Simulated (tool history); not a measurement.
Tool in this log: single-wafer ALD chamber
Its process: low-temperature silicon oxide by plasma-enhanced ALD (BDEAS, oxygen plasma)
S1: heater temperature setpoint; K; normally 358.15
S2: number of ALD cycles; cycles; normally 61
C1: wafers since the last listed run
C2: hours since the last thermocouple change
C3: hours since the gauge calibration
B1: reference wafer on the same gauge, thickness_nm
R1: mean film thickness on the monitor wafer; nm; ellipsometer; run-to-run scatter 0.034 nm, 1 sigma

run,hour,S1,S2,C1,C2,C3,B1,R1
1,0.0,353.15,61,0,496.7,1669.2,11.160,9.384
2,47.1,358.15,61,300,543.8,1716.3,11.160,9.312
3,107.9,367.15,61,387,604.6,1777.1,11.153,9.026
4,179.0,358.15,61,452,675.7,1848.2,11.163,9.273
5,246.6,358.15,61,430,743.3,1915.8,11.153,9.313
6,293.7,358.15,61,300,790.4,1962.9,11.154,9.243
7,345.7,358.15,61,331,842.4,2014.9,11.161,9.255
8,394.3,365.15,61,309,891.0,2063.5,11.170,9.001
9,466.4,365.15,61,459,963.1,2135.6,11.161,8.976
10,527.5,365.15,61,389,1024.2,2196.7,11.164,9.003
11,612.6,358.15,61,542,1109.3,2281.8,11.171,9.201
12,674.1,368.15,61,391,1170.8,2343.3,11.165,8.877
13,721.2,368.15,61,300,1217.9,2390.4,11.161,8.874
14,809.6,358.15,61,563,1306.3,2478.8,11.151,9.130
15,881.9,358.15,61,460,1378.6,2551.1,11.161,9.188
16,961.7,343.15,66,508,1458.4,2630.9,11.162,10.303
17,1053.5,358.15,66,584,1550.2,2722.7,11.154,9.912
# hour 1088.4: thermocouple changed; heater temperature recalibrated
18,1103.5,358.15,61,267,15.1,2772.7,11.161,9.354
19,1162.1,364.15,51,373,73.7,2831.3,11.161,7.675
# hour 1163.4: gauge calibrated
20,1258.9,352.15,54,616,170.5,95.5,11.158,8.372
21,1572.0,358.15,61,1994,483.6,408.6,11.163,9.292
22,1620.8,358.15,51,310,532.4,457.4,11.160,7.716
23,1726.0,358.15,61,670,637.6,562.6,11.163,9.231
24,1779.7,371.15,61,342,691.3,616.3,11.157,8.893
25,1864.0,358.15,50,536,775.6,700.6,11.153,7.596
26,2027.1,362.15,61,1038,938.7,863.7,11.159,9.140
27,2101.6,358.15,61,474,1013.2,938.2,11.161,9.194
28,2171.1,358.15,61,442,1082.7,1007.7,11.154,9.199
29,2250.8,358.15,61,507,1162.4,1087.4,11.162,9.225
30,2293.3,372.15,53,270,1204.9,1129.9,11.153,7.689
31,2333.9,358.15,61,258,1245.5,1170.5,11.167,9.184

How the hidden state differs across the entries between the runs, from the last listed run before each to the first after it:
In the gap between runs 17 and 18: thermocouple changed; heater temperature recalibrated (hour 1088.4)
  wafer temperature above the value expected at the setpoint (K): 5.67 -> -0.488
  measured minus no-state result, R1: -0.172 -> +0.014 nm
In the gap between runs 19 and 20: gauge calibrated (hour 1163.4)
  wafer temperature above the value expected at the setpoint (K): -0.268 -> 0.0959
  measured minus no-state result, R1: +0.006 -> -0.002 nm
